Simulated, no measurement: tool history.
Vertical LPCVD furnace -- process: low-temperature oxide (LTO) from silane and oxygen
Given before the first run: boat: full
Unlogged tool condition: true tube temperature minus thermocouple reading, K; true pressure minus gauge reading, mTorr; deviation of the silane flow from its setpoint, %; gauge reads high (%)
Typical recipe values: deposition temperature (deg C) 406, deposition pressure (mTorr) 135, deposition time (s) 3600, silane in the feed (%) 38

| run | hour | deposition temperature (deg C) | deposition pressure (mTorr) | deposition time (s) | silane in the feed (%) | wafers since the last listed run | hours since the last temperature calibration | hours since the pressure gauge was zeroed | hours since the silane flow controller was replaced | hours since the gauge calibration | read-back reference wafer on the same gauge, thickness | film thickness on the monitor wafer in the middle of the boat (nm) |
|---|---|---|---|---|---|---|---|---|---|---|---|---|
| 1 | 0 | 406 | 135 | 3600 | 38 | 0 | 3957.5 | 3838.8 | 5217.8 | 519.4 | 263.96 | 321.97 |
| 2 | 18.1 | 406 | 135 | 4110 | 38 | 308 | 3975.6 | 3856.9 | 5235.9 | 537.5 | 264.02 | 366.96 |
| 3 | 30 | 406 | 135 | 3600 | 38 | 202 | 3987.5 | 3868.8 | 5247.8 | 549.4 | 263.93 | 322.02 |
| 4 | 42.7 | 406 | 135 | 3600 | 38 | 216 | 4000.2 | 3881.5 | 5260.5 | 562.1 | 264.01 | 321.65 |
| 5 | 61.2 | 406 | 150 | 3600 | 44 | 315 | 4018.7 | 3900 | 5279 | 580.6 | 264.03 | 426.85 |
|  | 85.7 | thermocouples replaced and temperature profile calibrated |
| 6 | 86.2 | 406 | 150 | 3600 | 44 | 17 | 0.5 | 3925 | 5304 | 605.6 | 264 | 407.6 |
| 7 | 90.8 | 406 | 150 | 3600 | 44 | 78 | 5.1 | 3929.6 | 5308.6 | 610.2 | 264.19 | 409.29 |
| 8 | 95.4 | 406 | 145 | 3600 | 38 | 78 | 9.7 | 3934.2 | 5313.2 | 614.8 | 264 | 329.03 |
| 9 | 109 | 406 | 145 | 3600 | 38 | 231 | 23.3 | 3947.8 | 5326.8 | 628.4 | 263.78 | 329.04 |
| 10 | 124 | 406 | 145 | 3600 | 38 | 255 | 38.3 | 3962.8 | 5341.8 | 643.4 | 264.01 | 328.99 |
|  | 139.5 | gauge calibrated |
|  | 152.1 | pressure gauge zeroed |
| 11 | 152.6 | 406 | 135 | 3090 | 38 | 78 | 66.9 | 0.5 | 5370.4 | 13.1 | 264.05 | 263.59 |
| 12 | 157.2 | 415 | 135 | 3600 | 38 | 78 | 71.5 | 5.1 | 5375 | 17.7 | 264.08 | 339.17 |
| 13 | 161.8 | 406 | 135 | 3600 | 38 | 78 | 76.1 | 9.7 | 5379.6 | 22.3 | 264 | 307.44 |
|  | 186.5 | silane flow controller replaced |
| 14 | 187 | 406 | 135 | 3600 | 38 | 20 | 101.3 | 34.9 | 0.5 | 47.5 | 264.07 | 326.33 |
| 15 | 191.6 | 406 | 145 | 4260 | 31 | 78 | 105.9 | 39.5 | 5.1 | 52.1 | 263.94 | 315.79 |
| 16 | 199.8 | 403 | 120 | 3600 | 38 | 139 | 114.1 | 47.7 | 13.3 | 60.3 | 263.93 | 280 |
| 17 | 213 | 415 | 160 | 4710 | 38 | 224 | 127.3 | 60.9 | 26.5 | 73.5 | 263.92 | 558.17 |
| 18 | 225.9 | 406 | 135 | 3600 | 38 | 219 | 140.2 | 73.8 | 39.4 | 86.4 | 263.95 | 325.94 |
| 19 | 239.3 | 401 | 120 | 3150 | 31 | 228 | 153.6 | 87.2 | 52.8 | 99.8 | 263.96 | 182.72 |
| 20 | 249.2 | 406 | 135 | 2250 | 32 | 168 | 163.5 | 97.1 | 62.7 | 109.7 | 264.2 | 162.6 |
| 21 | 258.8 | 396 | 115 | 4200 | 45 | 163 | 173.1 | 106.7 | 72.3 | 119.3 | 263.87 | 353.61 |
| 22 | 267.2 | 406 | 135 | 3600 | 38 | 143 | 181.5 | 115.1 | 80.7 | 127.7 | 263.95 | 326.81 |
| 23 | 275.7 | 406 | 145 | 3600 | 32 | 144 | 190 | 123.6 | 89.2 | 136.2 | 264.16 | 278.76 |
| 24 | 292.7 | 406 | 135 | 3600 | 38 | 289 | 207 | 140.6 | 106.2 | 153.2 | 264.02 | 326.05 |
| 25 | 304.9 | 412 | 135 | 2910 | 35 | 207 | 219.2 | 152.8 | 118.4 | 165.4 | 263.88 | 253.55 |
| 26 | 323.5 | 417 | 110 | 3600 | 38 | 316 | 237.8 | 171.4 | 137 | 184 | 263.88 | 298.56 |
| 27 | 337.5 | 406 | 135 | 3600 | 38 | 238 | 251.8 | 185.4 | 151 | 198 | 263.96 | 325.42 |
| 28 | 347.3 | 394 | 135 | 3600 | 38 | 166 | 261.6 | 195.2 | 160.8 | 207.8 | 264.1 | 285.67 |
| 29 | 361.3 | 412 | 115 | 4770 | 35 | 238 | 275.6 | 209.2 | 174.8 | 221.8 | 263.89 | 353.44 |
| 30 | 368.6 | 400 | 165 | 3600 | 38 | 124 | 282.9 | 216.5 | 182.1 | 229.1 | 264.03 | 374.89 |
| 31 | 386.5 | 406 | 135 | 3600 | 36 | 304 | 300.8 | 234.4 | 200 | 247 | 264.15 | 305.14 |
| 32 | 420 | 406 | 165 | 3600 | 38 | 570 | 334.3 | 267.9 | 233.5 | 280.5 | 264.01 | 399.67 |

What if the next run were any one of these 3? Each begins from the tool's condition after run 32:
| A | 424.7 | 406 | 135 | 3600 | 38 | 80 | 339 | 272.6 | 238.2 | 285.2 | ? | ? |
| B | 424.7 | 398 | 160 | 4500 | 33 | 80 | 339 | 272.6 | 238.2 | 285.2 | ? | ? |
| C | 424.7 | 406 | 135 | 2820 | 33 | 80 | 339 | 272.6 | 238.2 | 285.2 | ? | ? |

| run | read-back reference wafer on the same gauge, thickness | film thickness on the monitor wafer in the middle of the boat (nm) |
|---|---|---|
| A | 263.91 | 326.16 |
| B | 263.91 | 366.4 |
| C | 263.91 | 212.47 |
With the hidden condition removed and each run's random variation left untouched, the same runs would have given:
| run | film thickness on the monitor wafer in the middle of the boat (nm) |
|---|---|
| A | 325.6 |
| B | 365.89 |
| C | 212.19 |
